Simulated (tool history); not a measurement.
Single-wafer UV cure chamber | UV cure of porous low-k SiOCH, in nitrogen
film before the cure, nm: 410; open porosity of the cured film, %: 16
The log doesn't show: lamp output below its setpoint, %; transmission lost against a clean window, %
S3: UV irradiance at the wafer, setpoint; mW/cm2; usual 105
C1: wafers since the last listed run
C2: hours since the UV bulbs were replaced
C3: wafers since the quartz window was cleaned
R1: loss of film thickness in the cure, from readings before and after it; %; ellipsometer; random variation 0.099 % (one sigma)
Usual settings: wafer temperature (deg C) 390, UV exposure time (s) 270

{"run": 1, "day": 0.0, "wafer temperature (deg C)": 390, "UV exposure time (s)": 270, "S3": 105, "C1": 0, "C2": 1724.7, "C3": 2448, "R1": 10.127}
{"day": 6.971, "done": "quartz window cleaned"}
{"run": 2, "day": 6.992, "wafer temperature (deg C)": 390, "UV exposure time (s)": 270, "S3": 105, "C1": 1106, "C2": 1892.5, "C3": 3, "R1": 10.475}
{"run": 3, "day": 9.571, "wafer temperature (deg C)": 390, "UV exposure time (s)": 270, "S3": 105, "C1": 428, "C2": 1954.4, "C3": 431, "R1": 10.428}
{"day": 17.275, "done": "UV bulbs replaced"}
{"run": 4, "day": 17.296, "wafer temperature (deg C)": 390, "UV exposure time (s)": 270, "S3": 105, "C1": 1227, "C2": 0.5, "C3": 1659, "R1": 10.234}
{"run": 5, "day": 18.938, "wafer temperature (deg C)": 390, "UV exposure time (s)": 270, "S3": 127, "C1": 272, "C2": 39.9, "C3": 1932, "R1": 11.058}
{"run": 6, "day": 21.258, "wafer temperature (deg C)": 390, "UV exposure time (s)": 270, "S3": 105, "C1": 385, "C2": 95.6, "C3": 2318, "R1": 10.2}
{"run": 7, "day": 23.283, "wafer temperature (deg C)": 376, "UV exposure time (s)": 270, "S3": 127, "C1": 336, "C2": 144.2, "C3": 2654, "R1": 10.56}
{"run": 8, "day": 25.017, "wafer temperature (deg C)": 390, "UV exposure time (s)": 270, "S3": 105, "C1": 287, "C2": 185.8, "C3": 2942, "R1": 10.054}
{"run": 9, "day": 27.458, "wafer temperature (deg C)": 390, "UV exposure time (s)": 270, "S3": 105, "C1": 405, "C2": 244.4, "C3": 3348, "R1": 9.881}
{"run": 10, "day": 28.817, "wafer temperature (deg C)": 402, "UV exposure time (s)": 355, "S3": 75, "C1": 225, "C2": 277.0, "C3": 3573, "R1": 9.796}
{"day": 29.371, "done": "quartz window cleaned"}
{"run": 11, "day": 31.525, "wafer temperature (deg C)": 390, "UV exposure time (s)": 270, "S3": 105, "C1": 394, "C2": 342.0, "C3": 357, "R1": 10.581}
{"run": 12, "day": 33.946, "wafer temperature (deg C)": 384, "UV exposure time (s)": 270, "S3": 80, "C1": 402, "C2": 400.1, "C3": 759, "R1": 9.218}
{"run": 13, "day": 36.042, "wafer temperature (deg C)": 390, "UV exposure time (s)": 270, "S3": 105, "C1": 348, "C2": 450.4, "C3": 1107, "R1": 10.328}
{"run": 14, "day": 38.729, "wafer temperature (deg C)": 390, "UV exposure time (s)": 225, "S3": 115, "C1": 446, "C2": 514.9, "C3": 1554, "R1": 10.037}
{"run": 15, "day": 41.621, "wafer temperature (deg C)": 378, "UV exposure time (s)": 270, "S3": 86, "C1": 480, "C2": 584.3, "C3": 2034, "R1": 9.249}
{"run": 16, "day": 44.392, "wafer temperature (deg C)": 373, "UV exposure time (s)": 270, "S3": 87, "C1": 460, "C2": 650.8, "C3": 2494, "R1": 9.168}
{"run": 17, "day": 46.738, "wafer temperature (deg C)": 400, "UV exposure time (s)": 270, "S3": 72, "C1": 389, "C2": 707.1, "C3": 2884, "R1": 8.612}
{"run": 18, "day": 49.479, "wafer temperature (deg C)": 390, "UV exposure time (s)": 270, "S3": 105, "C1": 455, "C2": 772.9, "C3": 3340, "R1": 9.934}
{"day": 50.662, "done": "quartz window cleaned"}
{"run": 19, "day": 50.683, "wafer temperature (deg C)": 383, "UV exposure time (s)": 205, "S3": 81, "C1": 144, "C2": 801.8, "C3": 3, "R1": 8.382}

The tool's hidden state at each run:
lamp output below its setpoint, %: 0 in every run
H1: transmission lost against a clean window, %
run=1 H1=11.9
run=2 H1=2.13
run=3 H1=4.03
run=4 H1=9.74
run=5 H1=11
run=6 H1=12.7
run=7 H1=14.2
run=8 H1=15.4
run=9 H1=17.3
run=10 H1=18.3
run=11 H1=3.44
run=12 H1=5.23
run=13 H1=6.78
run=14 H1=8.76
run=15 H1=10.9
run=16 H1=12.9
run=17 H1=14.7
run=18 H1=16.7
run=19 H1=0.771

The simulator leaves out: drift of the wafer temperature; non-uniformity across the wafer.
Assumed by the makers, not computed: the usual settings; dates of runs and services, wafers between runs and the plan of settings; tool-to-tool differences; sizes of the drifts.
